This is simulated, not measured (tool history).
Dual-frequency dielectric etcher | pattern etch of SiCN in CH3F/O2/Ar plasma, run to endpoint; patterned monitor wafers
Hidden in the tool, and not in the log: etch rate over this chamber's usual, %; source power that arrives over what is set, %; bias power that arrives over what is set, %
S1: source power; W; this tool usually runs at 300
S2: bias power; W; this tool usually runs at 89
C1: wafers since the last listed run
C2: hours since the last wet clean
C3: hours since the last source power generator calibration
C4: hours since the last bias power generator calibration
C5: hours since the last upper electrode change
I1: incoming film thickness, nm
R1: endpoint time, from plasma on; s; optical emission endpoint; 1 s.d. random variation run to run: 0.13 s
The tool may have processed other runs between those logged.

run	hour	S1	S2	C1	C2	C3	C4	C5	I1	R1
1	0	300	103	0	494.7	2314.9	4374.1	4081.6	8.31	22.6
2	42.9	300	103	747	537.6	2357.8	4417	4124.5	8.29	22.7
3	85.7	240	96	745	580.4	2400.6	4459.8	4167.3	8.25	24.5
# hour 132.9: wet clean of the chamber
4	192	240	96	1434	59.1	2506.9	4566.1	4273.6	8.3	24.6
5	269.1	240	96	1343	136.2	2584	4643.2	4350.7	8.31	24.5
# hour 399.5: upper electrode replaced
6	400	300	98	1862	267.1	2714.9	4774.1	0.5	8.31	23
7	486.8	300	98	1512	353.9	2801.7	4860.9	87.3	8.35	23.2
# hour 495.8: source power generator calibrated
# hour 506.2: bias power generator calibrated
8	532	300	89	648	399.1	36.2	25.8	132.5	8.33	23.8
9	638.5	370	89	1855	505.6	142.7	132.3	239	8.34	22.6
10	744.7	220	77	1850	611.8	248.9	238.5	345.2	8.3	27.1
11	782.1	300	95	651	649.2	286.3	275.9	382.6	8.28	23.4
# hour 816.9: wet clean of the chamber
12	1045.2	330	107	4166	228.3	549.4	539	645.7	8.36	21.8
13	1124.7	350	89	1385	307.8	628.9	618.5	725.2	8.27	23
14	1166.3	360	95	724	349.4	670.5	660.1	766.8	8.27	22.3

5 ways to go on from here, each from the tool as it stands after run 14. What would each give?
A	1166.7	300	89	6	349.8	670.9	660.5	767.2	8.22	?
B	1166.7	230	71	6	349.8	670.9	660.5	767.2	8.22	?
C	1166.7	350	78	6	349.8	670.9	660.5	767.2	8.22	?
D	1166.7	260	78	6	349.8	670.9	660.5	767.2	8.22	?
E	1166.7	370	75	6	349.8	670.9	660.5	767.2	8.22	?

run	R1
A	23.7
B	27.6
C	23.9
D	25.9
E	23.9
Without the tool's hidden state the same runs would have given:
run	R1
A	23.7
B	27.6
C	23.9
D	25.9
E	23.9

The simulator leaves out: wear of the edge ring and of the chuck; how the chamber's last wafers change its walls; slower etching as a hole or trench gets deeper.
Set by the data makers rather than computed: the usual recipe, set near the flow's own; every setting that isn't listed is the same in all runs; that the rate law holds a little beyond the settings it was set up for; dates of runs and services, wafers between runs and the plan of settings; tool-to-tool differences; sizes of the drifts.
